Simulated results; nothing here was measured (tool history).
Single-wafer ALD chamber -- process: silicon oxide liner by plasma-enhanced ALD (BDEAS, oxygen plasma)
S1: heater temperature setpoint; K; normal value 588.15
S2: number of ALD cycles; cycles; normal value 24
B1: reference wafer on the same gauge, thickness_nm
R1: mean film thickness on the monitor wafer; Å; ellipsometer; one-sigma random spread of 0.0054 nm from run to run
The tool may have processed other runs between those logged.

{"run": 1, "hour": 0.0, "S1": 588.15, "S2": 24, "B1": 1.759, "R1": 21.84}
{"run": 2, "hour": 49.7, "S1": 588.15, "S2": 24, "B1": 1.76, "R1": 21.81}
{"run": 3, "hour": 57.0, "S1": 588.15, "S2": 24, "B1": 1.76, "R1": 21.82}
{"run": 4, "hour": 70.7, "S1": 580.15, "S2": 21, "B1": 1.76, "R1": 19.3}
{"run": 5, "hour": 81.0, "S1": 580.15, "S2": 21, "B1": 1.76, "R1": 19.3}
{"run": 6, "hour": 88.7, "S1": 588.15, "S2": 24, "B1": 1.759, "R1": 21.78}
{"run": 7, "hour": 104.6, "S1": 588.15, "S2": 24, "B1": 1.76, "R1": 21.85}
{"run": 8, "hour": 122.4, "S1": 588.15, "S2": 24, "B1": 1.76, "R1": 21.68}
{"run": 9, "hour": 136.1, "S1": 588.15, "S2": 24, "B1": 1.759, "R1": 21.67}
{"run": 10, "hour": 147.4, "S1": 588.15, "S2": 24, "B1": 1.76, "R1": 21.78}
{"hour": 180.9, "done": "thermocouple changed; heater temperature recalibrated"}
{"run": 11, "hour": 194.8, "S1": 588.15, "S2": 24, "B1": 1.76, "R1": 21.77}
{"hour": 195.5, "done": "gauge calibrated"}
{"run": 12, "hour": 210.2, "S1": 588.15, "S2": 27, "B1": 1.759, "R1": 24.52}
{"run": 13, "hour": 216.2, "S1": 603.15, "S2": 28, "B1": 1.76, "R1": 24.96}
{"run": 14, "hour": 231.3, "S1": 599.15, "S2": 28, "B1": 1.76, "R1": 25.05}
{"run": 15, "hour": 240.7, "S1": 594.15, "S2": 20, "B1": 1.76, "R1": 18.02}
{"run": 16, "hour": 248.4, "S1": 588.15, "S2": 28, "B1": 1.76, "R1": 25.45}
{"run": 17, "hour": 259.3, "S1": 588.15, "S2": 24, "B1": 1.76, "R1": 21.8}
{"run": 18, "hour": 281.5, "S1": 579.15, "S2": 26, "B1": 1.76, "R1": 23.86}
{"run": 19, "hour": 293.4, "S1": 588.15, "S2": 21, "B1": 1.761, "R1": 19.09}
{"run": 20, "hour": 300.4, "S1": 573.15, "S2": 27, "B1": 1.759, "R1": 24.91}
{"run": 21, "hour": 310.9, "S1": 588.15, "S2": 24, "B1": 1.759, "R1": 21.72}
{"run": 22, "hour": 320.7, "S1": 584.15, "S2": 24, "B1": 1.76, "R1": 21.89}
{"run": 23, "hour": 326.9, "S1": 579.15, "S2": 21, "B1": 1.76, "R1": 19.34}
{"run": 24, "hour": 342.0, "S1": 599.15, "S2": 28, "B1": 1.76, "R1": 24.97}

For each run, what was the tool's unlogged condition?
wafer temperature above the value expected at the setpoint (K): 0 on each run
gauge reads high (%): 0 on each run
